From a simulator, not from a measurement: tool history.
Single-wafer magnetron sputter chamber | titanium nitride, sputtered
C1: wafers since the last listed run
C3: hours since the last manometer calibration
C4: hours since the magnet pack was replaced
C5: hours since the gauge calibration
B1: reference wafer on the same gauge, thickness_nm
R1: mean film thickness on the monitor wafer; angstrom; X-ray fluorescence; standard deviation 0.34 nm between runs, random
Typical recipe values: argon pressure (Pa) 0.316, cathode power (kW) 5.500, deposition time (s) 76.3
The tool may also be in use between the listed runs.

run 1 hour=0.0 | argon_pressure_(Pa)=0.316 cathode_power_(kW)=5.500 deposition_time_(s)=76.3 | C1=0 wafers_on_the_sputter_target=10211 C3=739.3 C4=11539.1 C5=854.3 | B1=92.619 | R1=803.65
-- hour=57.2 sputter target and shields replaced
run 2 hour=62.4 | argon_pressure_(Pa)=0.316 cathode_power_(kW)=5.500 deposition_time_(s)=76.3 | C1=898 wafers_on_the_sputter_target=86 C3=801.7 C4=11601.5 C5=916.7 | B1=92.701 | R1=837.20
run 3 hour=124.8 | argon_pressure_(Pa)=0.316 cathode_power_(kW)=5.500 deposition_time_(s)=76.3 | C1=1030 wafers_on_the_sputter_target=1116 C3=864.1 C4=11663.9 C5=979.1 | B1=92.800 | R1=830.47
run 4 hour=408.7 | argon_pressure_(Pa)=0.316 cathode_power_(kW)=5.500 deposition_time_(s)=76.3 | C1=4687 wafers_on_the_sputter_target=5803 C3=1148.0 C4=11947.8 C5=1263.0 | B1=92.766 | R1=810.49
run 5 hour=463.2 | argon_pressure_(Pa)=0.272 cathode_power_(kW)=5.500 deposition_time_(s)=76.3 | C1=899 wafers_on_the_sputter_target=6703 C3=1202.5 C4=12002.3 C5=1317.5 | B1=92.691 | R1=824.99
run 6 hour=535.7 | argon_pressure_(Pa)=0.272 cathode_power_(kW)=5.500 deposition_time_(s)=76.3 | C1=1197 wafers_on_the_sputter_target=7900 C3=1275.0 C4=12074.8 C5=1390.0 | B1=92.775 | R1=828.13
-- hour=665.0 capacitance manometer re-zeroed and calibrated
run 7 hour=665.5 | argon_pressure_(Pa)=0.316 cathode_power_(kW)=5.500 deposition_time_(s)=76.3 | C1=2011 wafers_on_the_sputter_target=9911 C3=0.5 C4=12204.6 C5=1519.8 | B1=92.571 | R1=827.08
-- hour=677.5 sputter target and shields replaced
run 8 hour=721.6 | argon_pressure_(Pa)=0.316 cathode_power_(kW)=5.500 deposition_time_(s)=76.3 | C1=794 wafers_on_the_sputter_target=728 C3=56.6 C4=12260.7 C5=1575.9 | B1=92.701 | R1=845.12
run 9 hour=788.9 | argon_pressure_(Pa)=0.316 cathode_power_(kW)=5.500 deposition_time_(s)=76.3 | C1=1111 wafers_on_the_sputter_target=1840 C3=123.9 C4=12328.0 C5=1643.2 | B1=92.711 | R1=833.60
run 10 hour=873.2 | argon_pressure_(Pa)=0.316 cathode_power_(kW)=5.500 deposition_time_(s)=76.3 | C1=1391 wafers_on_the_sputter_target=3231 C3=208.2 C4=12412.3 C5=1727.5 | B1=92.713 | R1=826.85
-- hour=890.6 magnet pack replaced
run 11 hour=975.2 | argon_pressure_(Pa)=0.316 cathode_power_(kW)=5.500 deposition_time_(s)=76.3 | C1=1552 wafers_on_the_sputter_target=4783 C3=310.2 C4=84.6 C5=1829.5 | B1=92.679 | R1=818.52
run 12 hour=1016.9 | argon_pressure_(Pa)=0.348 cathode_power_(kW)=5.500 deposition_time_(s)=76.3 | C1=688 wafers_on_the_sputter_target=5472 C3=351.9 C4=126.3 C5=1871.2 | B1=92.551 | R1=809.09
run 13 hour=1057.9 | argon_pressure_(Pa)=0.348 cathode_power_(kW)=5.500 deposition_time_(s)=76.3 | C1=676 wafers_on_the_sputter_target=6149 C3=392.9 C4=167.3 C5=1912.2 | B1=92.667 | R1=808.19
run 14 hour=1135.8 | argon_pressure_(Pa)=0.316 cathode_power_(kW)=5.500 deposition_time_(s)=76.3 | C1=1286 wafers_on_the_sputter_target=7435 C3=470.8 C4=245.2 C5=1990.1 | B1=92.805 | R1=815.13
run 15 hour=1225.6 | argon_pressure_(Pa)=0.316 cathode_power_(kW)=5.500 deposition_time_(s)=88.0 | C1=1482 wafers_on_the_sputter_target=8918 C3=560.6 C4=335.0 C5=2079.9 | B1=92.772 | R1=930.46
run 16 hour=1325.0 | argon_pressure_(Pa)=0.426 cathode_power_(kW)=5.500 deposition_time_(s)=76.3 | C1=1641 wafers_on_the_sputter_target=10559 C3=660.0 C4=434.4 C5=2179.3 | B1=92.703 | R1=772.27
-- hour=1376.8 sputter target and shields replaced
run 17 hour=1427.8 | argon_pressure_(Pa)=0.381 cathode_power_(kW)=6.700 deposition_time_(s)=82.9 | C1=1565 wafers_on_the_sputter_target=842 C3=762.8 C4=537.2 C5=2282.1 | B1=92.798 | R1=1032.46
run 18 hour=1497.6 | argon_pressure_(Pa)=0.316 cathode_power_(kW)=4.750 deposition_time_(s)=63.8 | C1=1152 wafers_on_the_sputter_target=1994 C3=832.6 C4=607.0 C5=2351.9 | B1=92.794 | R1=607.60
run 19 hour=1553.4 | argon_pressure_(Pa)=0.316 cathode_power_(kW)=5.500 deposition_time_(s)=68.2 | C1=921 wafers_on_the_sputter_target=2915 C3=888.4 C4=662.8 C5=2407.7 | B1=92.645 | R1=726.81
run 20 hour=1594.0 | argon_pressure_(Pa)=0.316 cathode_power_(kW)=5.900 deposition_time_(s)=84.2 | C1=670 wafers_on_the_sputter_target=3586 C3=929.0 C4=703.4 C5=2448.3 | B1=92.701 | R1=948.61
run 21 hour=1697.0 | argon_pressure_(Pa)=0.316 cathode_power_(kW)=5.500 deposition_time_(s)=76.3 | C1=1700 wafers_on_the_sputter_target=5286 C3=1032.0 C4=806.4 C5=2551.3 | B1=92.776 | R1=805.43
run 22 hour=1772.4 | argon_pressure_(Pa)=0.432 cathode_power_(kW)=5.500 deposition_time_(s)=89.0 | C1=1244 wafers_on_the_sputter_target=6531 C3=1107.4 C4=881.8 C5=2626.7 | B1=92.646 | R1=890.39
run 23 hour=1871.6 | argon_pressure_(Pa)=0.382 cathode_power_(kW)=4.700 deposition_time_(s)=82.0 | C1=1637 wafers_on_the_sputter_target=8169 C3=1206.6 C4=981.0 C5=2725.9 | B1=92.733 | R1=726.95
-- hour=1929.1 gauge calibrated
run 24 hour=1943.7 | argon_pressure_(Pa)=0.226 cathode_power_(kW)=6.250 deposition_time_(s)=65.6 | C1=1190 wafers_on_the_sputter_target=9360 C3=1278.7 C4=1053.1 C5=14.6 | B1=92.811 | R1=799.63
-- hour=1971.9 sputter target and shields replaced
run 25 hour=2050.6 | argon_pressure_(Pa)=0.262 cathode_power_(kW)=5.500 deposition_time_(s)=83.5 | C1=1632 wafers_on_the_sputter_target=1300 C3=1385.6 C4=1160.0 C5=121.5 | B1=92.783 | R1=923.70
run 26 hour=2094.6 | argon_pressure_(Pa)=0.316 cathode_power_(kW)=5.500 deposition_time_(s)=68.8 | C1=726 wafers_on_the_sputter_target=2026 C3=1429.6 C4=1204.0 C5=165.5 | B1=92.659 | R1=744.34
-- hour=2128.4 capacitance manometer re-zeroed and calibrated
run 27 hour=2145.5 | argon_pressure_(Pa)=0.316 cathode_power_(kW)=5.500 deposition_time_(s)=76.3 | C1=708 wafers_on_the_sputter_target=2734 C3=17.1 C4=1254.9 C5=216.4 | B1=92.754 | R1=837.59
run 28 hour=2244.5 | argon_pressure_(Pa)=0.316 cathode_power_(kW)=5.500 deposition_time_(s)=76.3 | C1=1634 wafers_on_the_sputter_target=4369 C3=116.1 C4=1353.9 C5=315.4 | B1=92.799 | R1=821.90
run 29 hour=2341.0 | argon_pressure_(Pa)=0.316 cathode_power_(kW)=5.500 deposition_time_(s)=76.3 | C1=1593 wafers_on_the_sputter_target=5962 C3=212.6 C4=1450.4 C5=411.9 | B1=92.607 | R1=811.55
run 30 hour=2378.1 | argon_pressure_(Pa)=0.378 cathode_power_(kW)=5.500 deposition_time_(s)=76.3 | C1=612 wafers_on_the_sputter_target=6575 C3=249.7 C4=1487.5 C5=449.0 | B1=92.738 | R1=790.24
run 31 hour=2456.5 | argon_pressure_(Pa)=0.438 cathode_power_(kW)=5.950 deposition_time_(s)=76.3 | C1=1294 wafers_on_the_sputter_target=7869 C3=328.1 C4=1565.9 C5=527.4 | B1=92.839 | R1=823.82
run 32 hour=2496.8 | argon_pressure_(Pa)=0.316 cathode_power_(kW)=6.850 deposition_time_(s)=76.3 | C1=665 wafers_on_the_sputter_target=8535 C3=368.4 C4=1606.2 C5=567.7 | B1=92.604 | R1=977.07
run 33 hour=2577.0 | argon_pressure_(Pa)=0.357 cathode_power_(kW)=4.700 deposition_time_(s)=84.2 | C1=1324 wafers_on_the_sputter_target=9859 C3=448.6 C4=1686.4 C5=647.9 | B1=92.735 | R1=768.31

Consider 5 possible next runs. They are alternatives, not a sequence: every one starts from the tool as it was left by run 33. What does each give?
run A hour=2577.4 | argon_pressure_(Pa)=0.316 cathode_power_(kW)=5.500 deposition_time_(s)=76.3 | C1=6 wafers_on_the_sputter_target=9865 C3=449.0 C4=1686.8 C5=648.3 | B1=? | R1=?
run B hour=2577.4 | argon_pressure_(Pa)=0.233 cathode_power_(kW)=5.500 deposition_time_(s)=87.7 | C1=6 wafers_on_the_sputter_target=9865 C3=449.0 C4=1686.8 C5=648.3 | B1=? | R1=?
run C hour=2577.4 | argon_pressure_(Pa)=0.218 cathode_power_(kW)=5.500 deposition_time_(s)=76.3 | C1=6 wafers_on_the_sputter_target=9865 C3=449.0 C4=1686.8 C5=648.3 | B1=? | R1=?
run D hour=2577.4 | argon_pressure_(Pa)=0.316 cathode_power_(kW)=5.500 deposition_time_(s)=90.0 | C1=6 wafers_on_the_sputter_target=9865 C3=449.0 C4=1686.8 C5=648.3 | B1=? | R1=?
run E hour=2577.4 | argon_pressure_(Pa)=0.281 cathode_power_(kW)=6.500 deposition_time_(s)=80.7 | C1=6 wafers_on_the_sputter_target=9865 C3=449.0 C4=1686.8 C5=648.3 | B1=? | R1=?

run=A B1=92.651 R1=812.35
run=B B1=92.651 R1=970.31
run=C B1=92.651 R1=850.11
run=D B1=92.651 R1=958.21
run=E B1=92.651 R1=1009.73
Take away the tool's hidden state, keep each run's random variation, and the runs would have read:
run=A R1=859.00
run=B R1=1022.14
run=C R1=894.90
run=D R1=1013.24
run=E R1=1066.02
